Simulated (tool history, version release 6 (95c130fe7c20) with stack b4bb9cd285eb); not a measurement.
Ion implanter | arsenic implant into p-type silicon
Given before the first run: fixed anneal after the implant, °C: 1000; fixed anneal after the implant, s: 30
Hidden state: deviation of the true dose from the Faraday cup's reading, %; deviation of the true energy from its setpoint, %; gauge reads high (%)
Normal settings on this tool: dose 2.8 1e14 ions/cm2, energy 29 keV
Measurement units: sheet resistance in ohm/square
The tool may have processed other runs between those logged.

| run | day | dose | energy | wafers since the last listed run | hours since the last dose calibration | hours since the extraction supply was calibrated | hours since the gauge calibration | read-back reference wafer on the same gauge, sheet resistance | sheet resistance |
|---|---|---|---|---|---|---|---|---|---|
| 1 | 0 | 3.42 | 29 | 0 | 795.3 | 3525.9 | 582.1 | 344.63 | 253.48 |
| 2 | 2.475 | 3.42 | 29 | 742 | 854.7 | 3585.3 | 641.5 | 345.25 | 255.44 |
| 3 | 4.296 | 3.42 | 29 | 546 | 898.4 | 3629 | 685.2 | 344.94 | 252.65 |
| 4 | 10.688 | 2.8 | 21.5 | 1918 | 1051.8 | 3782.4 | 838.6 | 345.88 | 308.3 |
| 5 | 13.454 | 2.18 | 29 | 830 | 1118.2 | 3848.8 | 905 | 344.72 | 357.53 |
| 6 | 23.512 | 2.18 | 29 | 3019 | 1359.6 | 4090.2 | 1146.4 | 345.31 | 356.16 |
| 7 | 27.058 | 2.18 | 29 | 1064 | 1444.7 | 4175.3 | 1231.5 | 344.81 | 358.24 |
| 8 | 30.721 | 2.8 | 29 | 1099 | 1532.6 | 4263.2 | 1319.4 | 344.8 | 299.57 |
|  | 33.392 | Faraday cup replaced and dose calibrated |
| 9 | 33.775 | 2.8 | 29 | 816 | 9.2 | 4336.5 | 1392.7 | 344.61 | 304.78 |
| 10 | 36.579 | 2.8 | 29 | 841 | 76.5 | 4403.8 | 1460 | 344.52 | 304.42 |
| 11 | 38.45 | 2.8 | 29 | 561 | 121.4 | 4448.7 | 1504.9 | 345.01 | 301.82 |
|  | 39.842 | extraction supply calibrated |
| 12 | 40.146 | 2.8 | 29 | 408 | 162.1 | 7.3 | 1545.6 | 344.53 | 302.92 |
| 13 | 42.579 | 2.8 | 29 | 730 | 220.5 | 65.7 | 1604 | 345.06 | 303.98 |
| 14 | 45.167 | 2.8 | 29 | 776 | 282.6 | 127.8 | 1666.1 | 344.94 | 304.96 |
| 15 | 47.621 | 2.22 | 33.5 | 736 | 341.5 | 186.7 | 1725 | 344.86 | 354.37 |
| 16 | 51.058 | 2.37 | 23 | 1031 | 424 | 269.2 | 1807.5 | 344.76 | 356.96 |
| 17 | 54.179 | 2.8 | 29 | 936 | 498.9 | 344.1 | 1882.4 | 344.68 | 305.84 |
|  | 54.571 | Faraday cup replaced and dose calibrated, repeated, since the last time left the tool worse |
| 18 | 58.212 | 2.4 | 29 | 1110 | 87.4 | 440.9 | 1979.2 | 345.56 | 325.14 |
|  | 60.496 | gauge calibrated |
| 19 | 61.988 | 2.18 | 29 | 1133 | 178 | 531.5 | 35.8 | 344.87 | 353.37 |
| 20 | 64.571 | 1.97 | 35 | 775 | 240 | 593.5 | 97.8 | 344.73 | 368.82 |
| 21 | 67.812 | 3.44 | 19 | 973 | 317.8 | 671.3 | 175.6 | 344.91 | 265.08 |
| 22 | 69.975 | 1.99 | 37.5 | 649 | 369.7 | 723.2 | 227.5 | 345.19 | 366.05 |
| 23 | 71.875 | 2.18 | 35 | 570 | 415.3 | 768.8 | 273.1 | 345.42 | 344.11 |
| 24 | 75.354 | 3.54 | 20 | 1044 | 498.8 | 852.3 | 356.6 | 345.02 | 258.14 |
| 25 | 77.117 | 2.8 | 23 | 529 | 541.1 | 894.6 | 398.9 | 345.38 | 301.37 |
| 26 | 79.796 | 2.8 | 29 | 804 | 605.4 | 958.9 | 463.2 | 345.21 | 290.91 |
| 27 | 82.225 | 2.8 | 38.5 | 729 | 663.7 | 1017.2 | 521.5 | 344.85 | 282.66 |
| 28 | 85.2 | 2.8 | 37.5 | 892 | 735.1 | 1088.6 | 592.9 | 344.81 | 282.02 |
| 29 | 87.5 | 3.3 | 33 | 690 | 790.3 | 1143.8 | 648.1 | 345.03 | 255.95 |

Alternative continuations, all from the tool just after run 29; predict every row:
| A | 87.517 | 2.8 | 29 | 5 | 790.7 | 1144.2 | 648.5 | ? | ? |
| B | 87.517 | 2.8 | 24.5 | 5 | 790.7 | 1144.2 | 648.5 | ? | ? |
| C | 87.517 | 2.13 | 21 | 5 | 790.7 | 1144.2 | 648.5 | ? | ? |
| D | 87.517 | 3.27 | 29 | 5 | 790.7 | 1144.2 | 648.5 | ? | ? |

| run | read-back reference wafer on the same gauge, sheet resistance | sheet resistance |
|---|---|---|
| A | 345.29 | 293.81 |
| B | 345.29 | 300.75 |
| C | 345.29 | 377.14 |
| D | 345.29 | 261.41 |
Take away the tool's hidden state, keep each run's random variation, and the runs would have read:
| run | sheet resistance |
|---|---|
| A | 289.97 |
| B | 296.81 |
| C | 372.22 |
| D | 257.97 |
